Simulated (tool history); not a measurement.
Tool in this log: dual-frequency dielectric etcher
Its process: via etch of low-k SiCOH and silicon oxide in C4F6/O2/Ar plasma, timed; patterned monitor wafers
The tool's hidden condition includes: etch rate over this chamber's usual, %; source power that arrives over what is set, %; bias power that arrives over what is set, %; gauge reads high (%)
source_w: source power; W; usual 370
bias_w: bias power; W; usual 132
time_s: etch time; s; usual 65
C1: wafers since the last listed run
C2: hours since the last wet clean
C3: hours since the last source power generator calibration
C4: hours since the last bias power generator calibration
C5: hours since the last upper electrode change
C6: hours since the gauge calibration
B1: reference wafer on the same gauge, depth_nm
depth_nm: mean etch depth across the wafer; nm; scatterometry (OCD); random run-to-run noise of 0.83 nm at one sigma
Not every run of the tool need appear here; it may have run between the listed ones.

{"run": 1, "hour": 0.0, "source_w": 370, "bias_w": 139, "time_s": 65, "C1": 0, "C2": 35.7, "C3": 2582.8, "C4": 1315.5, "C5": 1971.3, "C6": 1797.4, "B1": 149.4, "depth_nm": 175.3}
{"run": 2, "hour": 57.0, "source_w": 370, "bias_w": 117, "time_s": 65, "C1": 750, "C2": 92.7, "C3": 2639.8, "C4": 1372.5, "C5": 2028.3, "C6": 1854.4, "B1": 149.5, "depth_nm": 164.6}
{"run": 3, "hour": 106.3, "source_w": 370, "bias_w": 117, "time_s": 65, "C1": 649, "C2": 142, "C3": 2689.1, "C4": 1421.8, "C5": 2077.6, "C6": 1903.7, "B1": 149.4, "depth_nm": 166.9}
{"run": 4, "hour": 152.1, "source_w": 370, "bias_w": 132, "time_s": 73.5, "C1": 603, "C2": 187.8, "C3": 2734.9, "C4": 1467.6, "C5": 2123.4, "C6": 1949.5, "B1": 150.2, "depth_nm": 196.2}
{"run": 5, "hour": 192.0, "source_w": 370, "bias_w": 132, "time_s": 73.5, "C1": 525, "C2": 227.7, "C3": 2774.8, "C4": 1507.5, "C5": 2163.3, "C6": 1989.4, "B1": 150.3, "depth_nm": 197.3}
{"hour": 200.7, "done": "source power generator calibrated"}
{"hour": 201.7, "done": "gauge calibrated"}
{"run": 6, "hour": 229.8, "source_w": 370, "bias_w": 132, "time_s": 73.5, "C1": 445, "C2": 265.5, "C3": 29.1, "C4": 1545.3, "C5": 2201.1, "C6": 28.1, "B1": 144, "depth_nm": 187.2}
{"run": 7, "hour": 284.8, "source_w": 370, "bias_w": 132, "time_s": 65, "C1": 724, "C2": 320.5, "C3": 84.1, "C4": 1600.3, "C5": 2256.1, "C6": 83.1, "B1": 143.9, "depth_nm": 165.6}
{"run": 8, "hour": 325.1, "source_w": 370, "bias_w": 132, "time_s": 65, "C1": 530, "C2": 360.8, "C3": 124.4, "C4": 1640.6, "C5": 2296.4, "C6": 123.4, "B1": 143.8, "depth_nm": 166.6}
{"run": 9, "hour": 363.7, "source_w": 370, "bias_w": 151, "time_s": 65, "C1": 508, "C2": 399.4, "C3": 163, "C4": 1679.2, "C5": 2335, "C6": 162, "B1": 144, "depth_nm": 174}
{"run": 10, "hour": 401.3, "source_w": 400, "bias_w": 108, "time_s": 83.5, "C1": 495, "C2": 437, "C3": 200.6, "C4": 1716.8, "C5": 2372.6, "C6": 199.6, "B1": 144.4, "depth_nm": 212.5}
{"run": 11, "hour": 456.8, "source_w": 410, "bias_w": 116, "time_s": 56.5, "C1": 730, "C2": 492.5, "C3": 256.1, "C4": 1772.3, "C5": 2428.1, "C6": 255.1, "B1": 144.3, "depth_nm": 146.5}
{"run": 12, "hour": 504.2, "source_w": 370, "bias_w": 132, "time_s": 65, "C1": 624, "C2": 539.9, "C3": 303.5, "C4": 1819.7, "C5": 2475.5, "C6": 302.5, "B1": 144.2, "depth_nm": 166.4}
{"run": 13, "hour": 536.5, "source_w": 330, "bias_w": 109, "time_s": 45.5, "C1": 425, "C2": 572.2, "C3": 335.8, "C4": 1852, "C5": 2507.8, "C6": 334.8, "B1": 144.2, "depth_nm": 102.7}
{"run": 14, "hour": 563.7, "source_w": 320, "bias_w": 145, "time_s": 65, "C1": 358, "C2": 599.4, "C3": 363, "C4": 1879.2, "C5": 2535, "C6": 362, "B1": 144.1, "depth_nm": 156.2}
{"hour": 588.6, "done": "wet clean of the chamber"}
{"hour": 651.2, "done": "bias power generator calibrated"}
{"run": 15, "hour": 651.7, "source_w": 370, "bias_w": 132, "time_s": 65, "C1": 790, "C2": 63.1, "C3": 451, "C4": 0.5, "C5": 2623, "C6": 450, "B1": 144.3, "depth_nm": 165.1}
{"hour": 706.2, "done": "upper electrode replaced"}
{"run": 16, "hour": 863.5, "source_w": 290, "bias_w": 152, "time_s": 65, "C1": 2473, "C2": 274.9, "C3": 662.8, "C4": 212.3, "C5": 157.3, "C6": 661.8, "B1": 144.7, "depth_nm": 149.6}
{"run": 17, "hour": 895.6, "source_w": 370, "bias_w": 132, "time_s": 65, "C1": 422, "C2": 307, "C3": 694.9, "C4": 244.4, "C5": 189.4, "C6": 693.9, "B1": 144.8, "depth_nm": 167.4}
{"run": 18, "hour": 942.1, "source_w": 370, "bias_w": 132, "time_s": 65, "C1": 612, "C2": 353.5, "C3": 741.4, "C4": 290.9, "C5": 235.9, "C6": 740.4, "B1": 144.9, "depth_nm": 165.5}
{"run": 19, "hour": 1005.5, "source_w": 370, "bias_w": 132, "time_s": 65, "C1": 835, "C2": 416.9, "C3": 804.8, "C4": 354.3, "C5": 299.3, "C6": 803.8, "B1": 144.8, "depth_nm": 167.6}
{"run": 20, "hour": 1068.0, "source_w": 370, "bias_w": 132, "time_s": 65, "C1": 823, "C2": 479.4, "C3": 867.3, "C4": 416.8, "C5": 361.8, "C6": 866.3, "B1": 145.1, "depth_nm": 166.7}
{"run": 21, "hour": 1118.5, "source_w": 370, "bias_w": 132, "time_s": 65, "C1": 665, "C2": 529.9, "C3": 917.8, "C4": 467.3, "C5": 412.3, "C6": 916.8, "B1": 145.3, "depth_nm": 166.7}
{"hour": 1166.9, "done": "wet clean of the chamber"}
{"run": 22, "hour": 1174.8, "source_w": 310, "bias_w": 132, "time_s": 65, "C1": 425, "C2": 7.9, "C3": 974.1, "C4": 523.6, "C5": 468.6, "C6": 973.1, "B1": 145.6, "depth_nm": 150.1}

What will run 23 give?
{"run": 23, "hour": 1233.0, "source_w": 370, "bias_w": 132, "time_s": 55, "C1": 766, "C2": 66.1, "C3": 1032.3, "C4": 581.8, "C5": 526.8, "C6": 1031.3, "B1": "?", "depth_nm": "?"}

B1: 145.8
depth_nm: 143.1 nm
Were there no unlogged condition in the tool, this run, its random variation unchanged, would have produced depth_nm 142.5 nm.
